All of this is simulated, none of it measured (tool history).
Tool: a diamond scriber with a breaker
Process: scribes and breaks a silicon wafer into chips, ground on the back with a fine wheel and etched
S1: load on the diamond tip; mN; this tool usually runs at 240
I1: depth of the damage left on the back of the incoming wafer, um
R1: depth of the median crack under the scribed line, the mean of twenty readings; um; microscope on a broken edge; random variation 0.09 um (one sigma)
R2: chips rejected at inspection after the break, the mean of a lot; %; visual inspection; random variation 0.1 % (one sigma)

run   hour   S1    I1    R1    R2
  1    0.0  278  0.75  8.24  4.49
  2   67.7  278  0.54  8.30  4.70
  3  130.4  278  0.56  8.13  4.85
  4  156.7  211  0.76  6.16  3.65
  5  202.5  211  0.41  6.09  4.18
  6  229.5  265  0.44  7.97  2.60
  7  265.6  265  0.42  7.74  3.14
  8  303.5  265  0.57  8.07  3.30
  9  341.7  240  0.75  7.16  1.30
 10  522.3  211  0.73  6.15  4.72
     584.0  -- diamond tip replaced by a new one
 11  591.1  260  0.69  7.80  2.27
 12  655.1  209  0.51  6.03  4.67
     676.9  -- load on the tip recalibrated
 13  703.8  240  0.53  7.03  1.31
 14  758.7  203  0.60  5.79  6.18
 15  809.3  240  0.61  6.95  1.27
 16  857.3  240  0.77  7.09  1.53
 17  923.0  290  0.50  8.63  6.56
 18  953.3  274  0.45  8.02  3.36
 19  994.8  198  0.50  5.61  8.57

What if the next run were any one of these 5? Each begins from the tool's condition after run 19:
  A  995.3  240  0.37   ?   ?
  B  995.3  299  0.37   ?   ?
  C  995.3  169  0.37   ?   ?
  D  995.3  261  0.37   ?   ?
  E  995.3  291  0.37   ?   ?

run    R1     R2
  A  6.99   1.31
  B  8.83   7.77
  C  4.39  24.69
  D  7.67   2.36
  E  8.59   6.39
With the hidden condition removed and each run's random variation left untouched, the same runs would have given:
run    R1     R2
  A  6.99   1.31
  B  8.83   7.77
  C  4.39  24.69
  D  7.67   2.36
  E  8.59   6.39
